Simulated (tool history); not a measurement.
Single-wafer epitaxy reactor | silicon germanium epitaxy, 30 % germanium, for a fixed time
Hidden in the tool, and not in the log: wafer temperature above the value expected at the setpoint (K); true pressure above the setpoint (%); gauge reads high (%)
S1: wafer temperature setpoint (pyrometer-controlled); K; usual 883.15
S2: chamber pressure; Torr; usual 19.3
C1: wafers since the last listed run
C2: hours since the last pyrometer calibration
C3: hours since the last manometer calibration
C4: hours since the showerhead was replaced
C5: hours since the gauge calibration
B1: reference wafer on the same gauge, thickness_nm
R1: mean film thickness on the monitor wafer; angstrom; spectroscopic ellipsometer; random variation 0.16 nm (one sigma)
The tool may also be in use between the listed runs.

{"run": 1, "hour": 0.0, "S1": 883.15, "S2": 21.9, "C1": 0, "C2": 2050.3, "C3": 916.1, "C4": 7495.8, "C5": 140.6, "B1": 57.417, "R1": 674.47}
{"run": 2, "hour": 14.3, "S1": 883.15, "S2": 21.9, "C1": 404, "C2": 2064.6, "C3": 930.4, "C4": 7510.1, "C5": 154.9, "B1": 57.389, "R1": 670.14}
{"run": 3, "hour": 21.8, "S1": 883.15, "S2": 21.9, "C1": 211, "C2": 2072.1, "C3": 937.9, "C4": 7517.6, "C5": 162.4, "B1": 57.392, "R1": 668.98}
{"run": 4, "hour": 28.6, "S1": 883.15, "S2": 19.3, "C1": 192, "C2": 2078.9, "C3": 944.7, "C4": 7524.4, "C5": 169.2, "B1": 57.455, "R1": 644.39}
{"run": 5, "hour": 44.4, "S1": 883.15, "S2": 19.3, "C1": 446, "C2": 2094.7, "C3": 960.5, "C4": 7540.2, "C5": 185.0, "B1": 57.352, "R1": 639.01}
{"run": 6, "hour": 61.9, "S1": 883.15, "S2": 19.3, "C1": 494, "C2": 2112.2, "C3": 978.0, "C4": 7557.7, "C5": 202.5, "B1": 57.337, "R1": 639.95}
{"run": 7, "hour": 76.5, "S1": 883.15, "S2": 15.5, "C1": 412, "C2": 2126.8, "C3": 992.6, "C4": 7572.3, "C5": 217.1, "B1": 57.442, "R1": 593.62}
{"run": 8, "hour": 86.4, "S1": 883.15, "S2": 15.5, "C1": 279, "C2": 2136.7, "C3": 1002.5, "C4": 7582.2, "C5": 227.0, "B1": 57.441, "R1": 591.21}
{"run": 9, "hour": 101.4, "S1": 893.15, "S2": 19.3, "C1": 423, "C2": 2151.7, "C3": 1017.5, "C4": 7597.2, "C5": 242.0, "B1": 57.395, "R1": 749.55}
{"run": 10, "hour": 110.9, "S1": 883.15, "S2": 17.6, "C1": 268, "C2": 2161.2, "C3": 1027.0, "C4": 7606.7, "C5": 251.5, "B1": 57.388, "R1": 619.29}
{"run": 11, "hour": 122.1, "S1": 883.15, "S2": 19.3, "C1": 316, "C2": 2172.4, "C3": 1038.2, "C4": 7617.9, "C5": 262.7, "B1": 57.317, "R1": 634.65}
{"run": 12, "hour": 128.8, "S1": 883.15, "S2": 19.3, "C1": 189, "C2": 2179.1, "C3": 1044.9, "C4": 7624.6, "C5": 269.4, "B1": 57.406, "R1": 638.72}
{"hour": 141.6, "done": "pyrometer calibrated"}
{"run": 13, "hour": 143.5, "S1": 883.15, "S2": 19.3, "C1": 189, "C2": 1.9, "C3": 1059.6, "C4": 7639.3, "C5": 284.1, "B1": 57.412, "R1": 687.04}
{"hour": 145.3, "done": "gauge calibrated"}
{"run": 14, "hour": 160.7, "S1": 883.15, "S2": 19.3, "C1": 486, "C2": 19.1, "C3": 1076.8, "C4": 7656.5, "C5": 15.4, "B1": 57.421, "R1": 691.53}
{"hour": 178.6, "done": "showerhead replaced"}
{"hour": 179.1, "done": "capacitance manometer re-zeroed and calibrated"}
{"run": 15, "hour": 179.6, "S1": 883.15, "S2": 19.3, "C1": 293, "C2": 38.0, "C3": 0.5, "C4": 1.0, "C5": 34.3, "B1": 57.449, "R1": 668.15}
{"run": 16, "hour": 188.1, "S1": 883.15, "S2": 20.5, "C1": 240, "C2": 46.5, "C3": 9.0, "C4": 9.5, "C5": 42.8, "B1": 57.406, "R1": 681.24}
{"run": 17, "hour": 200.5, "S1": 871.15, "S2": 23.4, "C1": 350, "C2": 58.9, "C3": 21.4, "C4": 21.9, "C5": 55.2, "B1": 57.373, "R1": 591.26}
{"run": 18, "hour": 216.6, "S1": 883.15, "S2": 22.8, "C1": 454, "C2": 75.0, "C3": 37.5, "C4": 38.0, "C5": 71.3, "B1": 57.327, "R1": 710.89}
{"run": 19, "hour": 222.7, "S1": 888.15, "S2": 19.3, "C1": 172, "C2": 81.1, "C3": 43.6, "C4": 44.1, "C5": 77.4, "B1": 57.342, "R1": 724.02}
{"run": 20, "hour": 228.8, "S1": 879.15, "S2": 16.5, "C1": 172, "C2": 87.2, "C3": 49.7, "C4": 50.2, "C5": 83.5, "B1": 57.4, "R1": 594.2}
{"run": 21, "hour": 244.4, "S1": 879.15, "S2": 21.6, "C1": 440, "C2": 102.8, "C3": 65.3, "C4": 65.8, "C5": 99.1, "B1": 57.354, "R1": 655.61}
{"run": 22, "hour": 257.5, "S1": 873.15, "S2": 19.3, "C1": 370, "C2": 115.9, "C3": 78.4, "C4": 78.9, "C5": 112.2, "B1": 57.382, "R1": 571.87}
{"run": 23, "hour": 269.8, "S1": 883.15, "S2": 15.1, "C1": 347, "C2": 128.2, "C3": 90.7, "C4": 91.2, "C5": 124.5, "B1": 57.412, "R1": 617.7}
{"run": 24, "hour": 277.7, "S1": 883.15, "S2": 19.3, "C1": 223, "C2": 136.1, "C3": 98.6, "C4": 99.1, "C5": 132.4, "B1": 57.384, "R1": 672.11}
{"run": 25, "hour": 289.2, "S1": 883.15, "S2": 19.3, "C1": 324, "C2": 147.6, "C3": 110.1, "C4": 110.6, "C5": 143.9, "B1": 57.372, "R1": 671.82}
{"run": 26, "hour": 306.5, "S1": 883.15, "S2": 19.3, "C1": 488, "C2": 164.9, "C3": 127.4, "C4": 127.9, "C5": 161.2, "B1": 57.473, "R1": 675.11}
{"run": 27, "hour": 320.2, "S1": 883.15, "S2": 21.9, "C1": 387, "C2": 178.6, "C3": 141.1, "C4": 141.6, "C5": 174.9, "B1": 57.368, "R1": 704.36}
{"run": 28, "hour": 361.9, "S1": 893.15, "S2": 21.2, "C1": 1178, "C2": 220.3, "C3": 182.8, "C4": 183.3, "C5": 216.6, "B1": 57.385, "R1": 816.09}
{"run": 29, "hour": 374.5, "S1": 873.15, "S2": 14.5, "C1": 356, "C2": 232.9, "C3": 195.4, "C4": 195.9, "C5": 229.2, "B1": 57.421, "R1": 523.34}
{"run": 30, "hour": 386.2, "S1": 883.15, "S2": 19.3, "C1": 330, "C2": 244.6, "C3": 207.1, "C4": 207.6, "C5": 240.9, "B1": 57.398, "R1": 678.18}

Run 31 comes next. What will it give?
{"run": 31, "hour": 417.0, "S1": 893.15, "S2": 19.3, "C1": 870, "C2": 275.4, "C3": 237.9, "C4": 238.4, "C5": 271.7, "B1": "?", "R1": "?"}

{"run 31": {"B1": 57.437, "R1": 791.04}}
Without the tool's hidden state the same run would have given R1 779.00 angstrom.
